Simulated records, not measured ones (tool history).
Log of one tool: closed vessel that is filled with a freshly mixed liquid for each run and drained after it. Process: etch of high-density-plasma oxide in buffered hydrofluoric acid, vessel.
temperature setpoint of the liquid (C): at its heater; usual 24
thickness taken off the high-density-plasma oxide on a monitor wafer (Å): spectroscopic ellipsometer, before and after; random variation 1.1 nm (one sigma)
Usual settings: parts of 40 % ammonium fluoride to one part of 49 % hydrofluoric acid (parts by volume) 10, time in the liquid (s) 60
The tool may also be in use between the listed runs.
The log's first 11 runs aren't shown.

run    hour  temperature setpoint of the liquid (C)  parts of 40 % ammonium fluoride to one part of 49 % hydrofluoric acid (parts by volume)  time in the liquid (s)  wafers since the last listed run  hours since the thermometer was replaced  hours since the hydrofluoric acid flow meter was replaced  hours since the gauge calibration  read-back film thickness of the high-density-plasma oxide reference wafer, read on the same gauge (nm)  thickness taken off the high-density-plasma oxide on a monitor wafer (Å)
 12     649                                      24                                                                                       10                      60                              3066                                    1936.9                                                      944.4                              859.8                                                                                                   90.01                                                                      1222
      680.9  -- hydrofluoric acid flow meter replaced
 13   689.4                                    19.5                                                                                      8.5                      60                              3239                                    1977.3                                                        8.5                              900.2                                                                                                   90.01                                                                    1019.5
 14   714.9                                      24                                                                                       10                      95                              2096                                    2002.8                                                         34                              925.7                                                                                                   90.01                                                                    1825.6
 15     777                                      24                                                                                       10                      60                              5106                                    2064.9                                                       96.1                              987.8                                                                                                   90.01                                                                    1137.5
 16   825.6                                      24                                                                                       10                      60                              3996                                    2113.5                                                      144.7                             1036.4                                                                                                   90.01                                                                    1156.7
 17   867.2                                      24                                                                                       10                      60                              3420                                    2155.1                                                      186.3                               1078                                                                                                   90.03                                                                    1171.5
 18   891.6                                      24                                                                                       10                      60                              2006                                    2179.5                                                      210.7                             1102.4                                                                                                   90.02                                                                    1163.8
      900.5  -- gauge calibrated
 19   943.4                                      24                                                                                       10                      60                              4259                                    2231.3                                                      262.5                               42.9                                                                                                   89.99                                                                    1159.6
 20  1007.5                                      20                                                                                      7.5                      60                              5270                                    2295.4                                                      326.6                                107                                                                                                   90.01                                                                    1250.7
     1022.3  -- thermometer replaced
 21  1058.6                                      27                                                                                        8                      60                              4119                                      36.3                                                      377.7                              158.1                                                                                                   89.98                                                                    1736.8
 22  1122.7                                      19                                                                                       10                      80                              5270                                     100.4                                                      441.8                              222.2                                                                                                   89.98                                                                    1198.6
 23  1166.1                                    26.5                                                                                     11.5                      35                              3568                                     143.8                                                      485.2                              265.6                                                                                                   89.98                                                                     699.6
 24  1192.6                                      24                                                                                       10                      60                              2178                                     170.3                                                      511.7                              292.1                                                                                                      90                                                                    1174.6
 25  1220.1                                      28                                                                                       10                      60                              2261                                     197.8                                                      539.2                              319.6                                                                                                      90                                                                    1475.5
 26  1270.5                                      24                                                                                       10                      60                              4144                                     248.2                                                      589.6                                370                                                                                                   89.96                                                                    1186.4
 27  1307.2                                      28                                                                                       12                      60                              3017                                     284.9                                                      626.3                              406.7                                                                                                   89.99                                                                    1261.6
 28    1495                                      27                                                                                       10                      60                             15441                                     472.7                                                      814.1                              594.5                                                                                                      90                                                                    1405.3
 29  1561.8                                    19.5                                                                                       10                      60                              5492                                     539.5                                                      880.9                              661.3                                                                                                   90.03                                                                     963.5
 30  1604.7                                      24                                                                                      8.5                      30                              3527                                     582.4                                                      923.8                              704.2                                                                                                   89.99                                                                     728.6
 31  1692.3                                      26                                                                                       10                      60                              7202                                       670                                                     1011.4                              791.8                                                                                                      90                                                                    1363.8

4 ways to go on from here, each from the tool as it stands after run 31. What would each give?
  A  1693                                      24                                                                                       10                      60                                57                                     670.7                                                     1012.1                              792.5                                                                                                       ?                                                                         ?
  B  1693                                      29                                                                                       10                      30                                57                                     670.7                                                     1012.1                              792.5                                                                                                       ?                                                                         ?
  C  1693                                      24                                                                                      8.5                      80                                57                                     670.7                                                     1012.1                              792.5                                                                                                       ?                                                                         ?
  D  1693                                      24                                                                                        6                      80                                57                                     670.7                                                     1012.1                              792.5                                                                                                       ?                                                                         ?

run  read-back film thickness of the high-density-plasma oxide reference wafer, read on the same gauge (nm)  thickness taken off the high-density-plasma oxide on a monitor wafer (Å)
  A                                                                                                   90.01                                                                    1245.2
  B                                                                                                   90.01                                                                       814
  C                                                                                                   90.01                                                                    1979.9
  D                                                                                                   90.01                                                                    2721.8
Without the tool's hidden state the same runs would have given:
run  thickness taken off the high-density-plasma oxide on a monitor wafer (Å)
  A                                                                    1162.8
  B                                                                     760.3
  C                                                                    1762.7
  D                                                                    2485.2
